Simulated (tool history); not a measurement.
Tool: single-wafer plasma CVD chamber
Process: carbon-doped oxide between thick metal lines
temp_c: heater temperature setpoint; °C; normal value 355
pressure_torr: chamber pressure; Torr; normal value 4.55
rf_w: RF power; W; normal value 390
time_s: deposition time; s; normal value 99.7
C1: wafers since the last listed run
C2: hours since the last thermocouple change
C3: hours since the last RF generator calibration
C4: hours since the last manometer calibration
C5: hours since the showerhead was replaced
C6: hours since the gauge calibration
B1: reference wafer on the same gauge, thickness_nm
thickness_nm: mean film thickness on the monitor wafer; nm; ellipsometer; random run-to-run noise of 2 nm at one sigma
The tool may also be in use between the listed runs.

run 1 hour=0.0 | temp_c=355 pressure_torr=4.55 rf_w=390 time_s=83.8 | C1=0 C2=2157.4 C3=1952.0 C4=1415.2 C5=7145.2 C6=163.7 | B1=416.672 | thickness_nm=341.001
run 2 hour=9.0 | temp_c=355 pressure_torr=4.55 rf_w=390 time_s=99.7 | C1=188 C2=2166.4 C3=1961.0 C4=1424.2 C5=7154.2 C6=172.7 | B1=417.112 | thickness_nm=401.819
run 3 hour=32.2 | temp_c=355 pressure_torr=4.55 rf_w=390 time_s=99.7 | C1=486 C2=2189.6 C3=1984.2 C4=1447.4 C5=7177.4 C6=195.9 | B1=417.133 | thickness_nm=407.079
run 4 hour=41.2 | temp_c=355 pressure_torr=4.55 rf_w=390 time_s=99.7 | C1=188 C2=2198.6 C3=1993.2 C4=1456.4 C5=7186.4 C6=204.9 | B1=417.139 | thickness_nm=406.014
-- hour=76.4 thermocouple changed; heater temperature recalibrated
-- hour=93.1 RF generator calibrated
run 5 hour=93.6 | temp_c=355 pressure_torr=4.55 rf_w=390 time_s=99.7 | C1=762 C2=17.2 C3=0.5 C4=1508.8 C5=7238.8 C6=257.3 | B1=417.037 | thickness_nm=406.018
run 6 hour=101.7 | temp_c=355 pressure_torr=4.55 rf_w=390 time_s=99.7 | C1=169 C2=25.3 C3=8.6 C4=1516.9 C5=7246.9 C6=265.4 | B1=417.260 | thickness_nm=402.542
-- hour=106.5 gauge calibrated
run 7 hour=118.1 | temp_c=355 pressure_torr=4.55 rf_w=390 time_s=99.7 | C1=343 C2=41.7 C3=25.0 C4=1533.3 C5=7263.3 C6=11.6 | B1=416.930 | thickness_nm=404.993
run 8 hour=136.0 | temp_c=355 pressure_torr=4.55 rf_w=390 time_s=99.7 | C1=375 C2=59.6 C3=42.9 C4=1551.2 C5=7281.2 C6=29.5 | B1=416.902 | thickness_nm=404.221
run 9 hour=145.7 | temp_c=347 pressure_torr=4.55 rf_w=390 time_s=110.3 | C1=203 C2=69.3 C3=52.6 C4=1560.9 C5=7290.9 C6=39.2 | B1=417.320 | thickness_nm=455.335
run 10 hour=157.7 | temp_c=355 pressure_torr=4.55 rf_w=390 time_s=99.7 | C1=251 C2=81.3 C3=64.6 C4=1572.9 C5=7302.9 C6=51.2 | B1=417.038 | thickness_nm=400.271
-- hour=166.6 capacitance manometer re-zeroed and calibrated
-- hour=171.4 showerhead replaced
run 11 hour=172.5 | temp_c=355 pressure_torr=4.55 rf_w=390 time_s=99.7 | C1=42 C2=96.1 C3=79.4 C4=5.9 C5=1.1 C6=66.0 | B1=417.522 | thickness_nm=406.769
run 12 hour=181.8 | temp_c=360 pressure_torr=5.62 rf_w=415 time_s=83.7 | C1=194 C2=105.4 C3=88.7 C4=15.2 C5=10.4 C6=75.3 | B1=417.522 | thickness_nm=363.705
run 13 hour=192.6 | temp_c=355 pressure_torr=4.55 rf_w=390 time_s=90.2 | C1=226 C2=116.2 C3=99.5 C4=26.0 C5=21.2 C6=86.1 | B1=416.747 | thickness_nm=367.268
run 14 hour=202.1 | temp_c=348 pressure_torr=3.81 rf_w=330 time_s=91.2 | C1=199 C2=125.7 C3=109.0 C4=35.5 C5=30.7 C6=95.6 | B1=416.743 | thickness_nm=326.874
run 15 hour=219.1 | temp_c=368 pressure_torr=3.75 rf_w=390 time_s=83.6 | C1=356 C2=142.7 C3=126.0 C4=52.5 C5=47.7 C6=112.6 | B1=416.992 | thickness_nm=319.840
run 16 hour=233.4 | temp_c=355 pressure_torr=5.53 rf_w=420 time_s=99.7 | C1=299 C2=157.0 C3=140.3 C4=66.8 C5=62.0 C6=126.9 | B1=417.198 | thickness_nm=439.687
run 17 hour=249.6 | temp_c=355 pressure_torr=4.55 rf_w=390 time_s=99.7 | C1=339 C2=173.2 C3=156.5 C4=83.0 C5=78.2 C6=143.1 | B1=416.648 | thickness_nm=405.748

Hidden state, per run?
wafer temperature above the value expected at the setpoint (K): 0 across all the runs
delivered RF power above the setpoint (%): 0 across all the runs
true pressure above the setpoint (%): 0 across all the runs
gauge reads high (%): 0 across all the runs

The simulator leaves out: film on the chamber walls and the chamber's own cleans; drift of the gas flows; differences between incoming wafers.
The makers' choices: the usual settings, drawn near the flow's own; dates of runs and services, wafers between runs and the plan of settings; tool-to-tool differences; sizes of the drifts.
